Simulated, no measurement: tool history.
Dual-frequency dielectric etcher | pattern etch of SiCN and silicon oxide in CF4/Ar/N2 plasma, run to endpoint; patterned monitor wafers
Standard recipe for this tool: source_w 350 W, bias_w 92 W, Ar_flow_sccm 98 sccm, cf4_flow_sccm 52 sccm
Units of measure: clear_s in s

run     day  source_w  bias_w  Ar_flow_sccm  cf4_flow_sccm  incoming incoming film thickness, nm  clear_s
  1       0       350      92            98             52                                 15.06     20.2
  2   1.088       350      92            98             52                                    15       20
  3   2.571       350      92            98             52                                 15.01     20.1
  4   3.179       350      92            98             52                                 15.13     20.2
  5     4.5       400      92            98             52                                 15.15     18.8
  6   5.554       400      92            98             52                                 15.19     18.7
  7   6.538       400      92            98             52                                 15.07     18.7
  8   7.829       370      92            98             52                                 15.19     19.7
  9   8.817       370      92            98             52                                 15.14     19.7
 10   9.896       350      92            98             52                                 14.91     20.3
 11  11.342       350      92            98             52                                 15.07     20.8
 12  11.838       350      92            98             52                                 15.13     20.8
 13  13.125       350      92            82             52                                    15     20.2
 14  13.892       320      75           114             45                                 14.93     24.7
 15  14.817       400      92            98             52                                 15.04       18
 16  15.488       430      92            98             52                                 15.04     16.8
 17  17.608       270     103           111             40                                 15.19     27.1
 18  17.621       300      71            98             52                                 15.28     25.3
 19  18.508       350      92            98             52                                 15.18     20.2
 20  19.892       290      92            98             63                                 15.11     23.8
 21  21.188       350      92           109             45                                 15.24     21.1
 22  22.404       300     114            98             56                                 15.11     22.2

Not shown here: 6 entries made in the log between runs. Locate each between two listed runs and compare the hidden state at the listed run before it with the hidden state at the listed run after it:
Logged between run 10 and run 11: Ar flow controller replaced (day 10.696); upper electrode replaced, of another model than before (day 11.321)
  etch rate over this chamber's usual, %: -3.02 -> -3.33
  measured minus no-state result, clear_s: +0.6 -> +0.7 s
Logged between run 13 and run 14: bias power generator calibrated (day 13.492)
  etch rate over this chamber's usual, %: -3.72 -> -3.88
  measured minus no-state result, clear_s: +0.7 -> +1 s
Logged between run 16 and run 17: source power generator calibrated (day 16.7); CF4 flow controller replaced (day 17.521); wet clean of the chamber (day 17.588)
  etch rate over this chamber's usual, %: -4.23 -> -0.589
  measured minus no-state result, clear_s: +0.7 -> +0.1 s
